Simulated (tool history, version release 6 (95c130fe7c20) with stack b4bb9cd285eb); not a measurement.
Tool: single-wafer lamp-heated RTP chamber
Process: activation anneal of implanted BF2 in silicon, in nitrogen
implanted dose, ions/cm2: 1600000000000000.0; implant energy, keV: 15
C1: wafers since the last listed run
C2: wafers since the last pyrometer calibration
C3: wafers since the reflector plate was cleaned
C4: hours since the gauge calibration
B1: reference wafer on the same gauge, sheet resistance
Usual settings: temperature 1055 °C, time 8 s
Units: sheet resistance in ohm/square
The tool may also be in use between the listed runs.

{"run": 1, "hour": 0.0, "temperature": 1055, "time": 10, "C1": 0, "C2": 1123, "C3": 872, "C4": 344.2, "B1": 178.02, "sheet resistance": 142.32}
{"run": 2, "hour": 20.8, "temperature": 1055, "time": 10, "C1": 229, "C2": 1353, "C3": 1102, "C4": 365.0, "B1": 178.09, "sheet resistance": 141.97}
{"run": 3, "hour": 44.9, "temperature": 1055, "time": 10, "C1": 266, "C2": 1619, "C3": 1368, "C4": 389.1, "B1": 178.0, "sheet resistance": 141.61}
{"hour": 74.9, "done": "gauge calibrated"}
{"run": 4, "hour": 79.3, "temperature": 1055, "time": 8, "C1": 380, "C2": 1999, "C3": 1749, "C4": 4.4, "B1": 178.09, "sheet resistance": 147.59}
{"run": 5, "hour": 106.5, "temperature": 1063, "time": 8, "C1": 300, "C2": 2300, "C3": 2049, "C4": 31.6, "B1": 177.88, "sheet resistance": 140.04}
{"run": 6, "hour": 139.3, "temperature": 1063, "time": 8, "C1": 362, "C2": 2662, "C3": 2412, "C4": 64.4, "B1": 178.13, "sheet resistance": 139.48}
{"run": 7, "hour": 153.9, "temperature": 1063, "time": 8, "C1": 161, "C2": 2823, "C3": 2573, "C4": 79.0, "B1": 177.84, "sheet resistance": 140.0}
{"run": 8, "hour": 171.8, "temperature": 1038, "time": 8, "C1": 197, "C2": 3021, "C3": 2771, "C4": 96.9, "B1": 178.08, "sheet resistance": 167.89}
{"run": 9, "hour": 190.2, "temperature": 1038, "time": 8, "C1": 203, "C2": 3225, "C3": 2974, "C4": 115.3, "B1": 177.92, "sheet resistance": 166.46}
{"run": 10, "hour": 219.9, "temperature": 1055, "time": 8, "C1": 328, "C2": 3553, "C3": 3302, "C4": 145.0, "B1": 178.19, "sheet resistance": 147.15}
{"hour": 232.3, "done": "reflector plate cleaned"}
{"run": 11, "hour": 235.9, "temperature": 1055, "time": 8, "C1": 88, "C2": 3641, "C3": 40, "C4": 161.0, "B1": 177.87, "sheet resistance": 152.84}
{"run": 12, "hour": 263.8, "temperature": 1055, "time": 8, "C1": 308, "C2": 3949, "C3": 348, "C4": 188.9, "B1": 177.9, "sheet resistance": 151.23}
{"run": 13, "hour": 291.3, "temperature": 1055, "time": 8, "C1": 303, "C2": 4253, "C3": 652, "C4": 216.4, "B1": 177.96, "sheet resistance": 150.8}
{"run": 14, "hour": 311.7, "temperature": 1043, "time": 13, "C1": 225, "C2": 4479, "C3": 877, "C4": 236.8, "B1": 177.96, "sheet resistance": 147.35}
{"run": 15, "hour": 330.2, "temperature": 1028, "time": 12, "C1": 204, "C2": 4683, "C3": 1082, "C4": 255.3, "B1": 177.97, "sheet resistance": 168.9}
{"run": 16, "hour": 355.2, "temperature": 1055, "time": 5, "C1": 276, "C2": 4959, "C3": 1358, "C4": 280.3, "B1": 178.12, "sheet resistance": 164.18}
{"run": 17, "hour": 422.2, "temperature": 1085, "time": 11, "C1": 740, "C2": 5700, "C3": 2098, "C4": 347.3, "B1": 177.96, "sheet resistance": 113.83}
{"run": 18, "hour": 444.5, "temperature": 1055, "time": 8, "C1": 246, "C2": 5946, "C3": 2345, "C4": 369.6, "B1": 177.87, "sheet resistance": 147.43}
{"hour": 468.6, "done": "pyrometer window cleaned and pyrometer calibrated"}
{"run": 19, "hour": 479.1, "temperature": 1065, "time": 8, "C1": 293, "C2": 115, "C3": 2639, "C4": 404.2, "B1": 178.1, "sheet resistance": 137.74}
{"run": 20, "hour": 507.7, "temperature": 1036, "time": 11, "C1": 316, "C2": 431, "C3": 2955, "C4": 432.8, "B1": 177.98, "sheet resistance": 157.48}
{"hour": 529.0, "done": "gauge calibrated"}
{"run": 21, "hour": 530.5, "temperature": 1055, "time": 8, "C1": 251, "C2": 683, "C3": 3207, "C4": 1.5, "B1": 177.93, "sheet resistance": 146.81}
{"hour": 554.8, "done": "reflector plate cleaned"}
{"run": 22, "hour": 555.3, "temperature": 1079, "time": 10, "C1": 185, "C2": 869, "C3": 5, "C4": 26.3, "B1": 178.0, "sheet resistance": 125.4}
{"run": 23, "hour": 574.1, "temperature": 1077, "time": 9, "C1": 207, "C2": 1077, "C3": 213, "C4": 45.1, "B1": 178.18, "sheet resistance": 129.71}
{"run": 24, "hour": 664.7, "temperature": 1038, "time": 4, "C1": 1001, "C2": 2078, "C3": 1214, "C4": 135.7, "B1": 177.98, "sheet resistance": 195.06}
{"run": 25, "hour": 685.4, "temperature": 1071, "time": 4, "C1": 228, "C2": 2307, "C3": 1442, "C4": 156.4, "B1": 178.12, "sheet resistance": 152.94}

Forecast run 26:
{"run": 26, "hour": 703.9, "temperature": 1065, "time": 9, "C1": 204, "C2": 2511, "C3": 1647, "C4": 174.9, "B1": "?", "sheet resistance": "?"}

B1: 178.06
sheet resistance: 135.39 ohm/square
Without the tool's hidden state the same run would have given sheet resistance 139.73 ohm/square.
